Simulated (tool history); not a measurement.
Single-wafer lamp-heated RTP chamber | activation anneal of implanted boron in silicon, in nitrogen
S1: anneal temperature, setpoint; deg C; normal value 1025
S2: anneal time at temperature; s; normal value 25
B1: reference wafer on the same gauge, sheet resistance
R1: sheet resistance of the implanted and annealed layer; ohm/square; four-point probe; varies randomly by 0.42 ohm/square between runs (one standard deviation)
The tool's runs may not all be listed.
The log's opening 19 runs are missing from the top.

run,hour,S1,S2,B1,R1
20,1581.7,1025,11,100.63,111.91
# hour 1616.3: gauge calibrated
21,1670.0,1025,29,97.09,105.75
# hour 1686.2: reflector plate cleaned
# hour 1700.5: pyrometer window cleaned and pyrometer calibrated
22,1741.6,1025,25,97.37,106.68
23,1791.1,1040,21,97.73,105.90
24,1872.7,1050,10,97.84,106.49
25,1969.9,1025,25,97.94,106.72
26,2044.3,1005,30,98.20,110.30
27,2112.7,1015,35,98.54,108.60
28,2192.0,1034,25,98.63,106.97
29,2251.4,1053,40,98.52,104.76
# hour 2305.6: reflector plate cleaned
# hour 2311.4: pyrometer window cleaned and pyrometer calibrated
30,2313.3,1038,14,98.82,107.14
31,2388.0,1050,37,98.76,104.37
32,2494.7,1011,25,99.12,109.67
33,2602.5,1025,25,99.40,108.51
34,2643.2,1025,25,99.43,108.79
35,2687.0,1049,36,99.53,105.59
36,2783.9,1037,25,99.58,107.30
37,2828.9,1025,25,99.69,108.65

Alternative continuations, all from the tool just after run 37; predict every row:
A,2829.3,1025,25,?,?
B,2829.3,1025,18,?,?
C,2829.3,1002,37,?,?

run,B1,R1
A,99.64,108.59
B,99.64,109.07
C,99.64,111.43
Had the tool no hidden state, the same runs would have come out as:
run,R1
A,105.78
B,106.24
C,108.54
